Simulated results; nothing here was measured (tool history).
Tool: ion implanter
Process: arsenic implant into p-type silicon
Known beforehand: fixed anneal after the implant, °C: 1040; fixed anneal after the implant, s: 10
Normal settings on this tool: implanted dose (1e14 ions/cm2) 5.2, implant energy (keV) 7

| run | hour | implanted dose (1e14 ions/cm2) | implant energy (keV) | read-back reference wafer on the same gauge, sheet resistance | sheet resistance of the implanted and annealed layer (ohm/square) |
|---|---|---|---|---|---|
| 1 | 0 | 5.57 | 7 | 217.04 | 209.38 |
| 2 | 71.2 | 5.57 | 7 | 217.01 | 209.68 |
| 3 | 163.5 | 5.57 | 7 | 217.04 | 209.63 |
| 4 | 247.4 | 5.2 | 7 | 216.98 | 220.4 |
| 5 | 326 | 5.2 | 7 | 217.16 | 219.37 |
| 6 | 433.2 | 5.2 | 7 | 217.07 | 219.78 |
| 7 | 477.5 | 5.2 | 7 | 217.1 | 219.75 |
| 8 | 567.3 | 5.2 | 7 | 217.08 | 220.35 |
| 9 | 651.2 | 5.2 | 7 | 217.08 | 220.39 |
| 10 | 739.3 | 5.2 | 7 | 217 | 220.47 |
| 11 | 840.4 | 5.2 | 7 | 217.1 | 220.23 |
| 12 | 942.9 | 5.2 | 7 | 216.97 | 221.02 |
| 13 | 1010 | 5.2 | 5 | 216.96 | 226.2 |
| 14 | 1063.9 | 5.2 | 7 | 216.95 | 221.52 |
| 15 | 1116.7 | 4.7 | 8 | 217.12 | 236.58 |

For run 16, what comes out?
|  | 1132.7 | extraction supply calibrated |
|  | 1168 | gauge calibrated |
|  | 1255.4 | Faraday cup replaced and dose calibrated |
| 16 | 1326.9 | 5.2 | 9 | ? | ? |

read-back reference wafer on the same gauge, sheet resistance: 216.88
sheet resistance of the implanted and annealed layer (ohm/square): 214.78
Minus the tool's unlogged condition, the same run would have read sheet resistance of the implanted and annealed layer (ohm/square) 214.8.
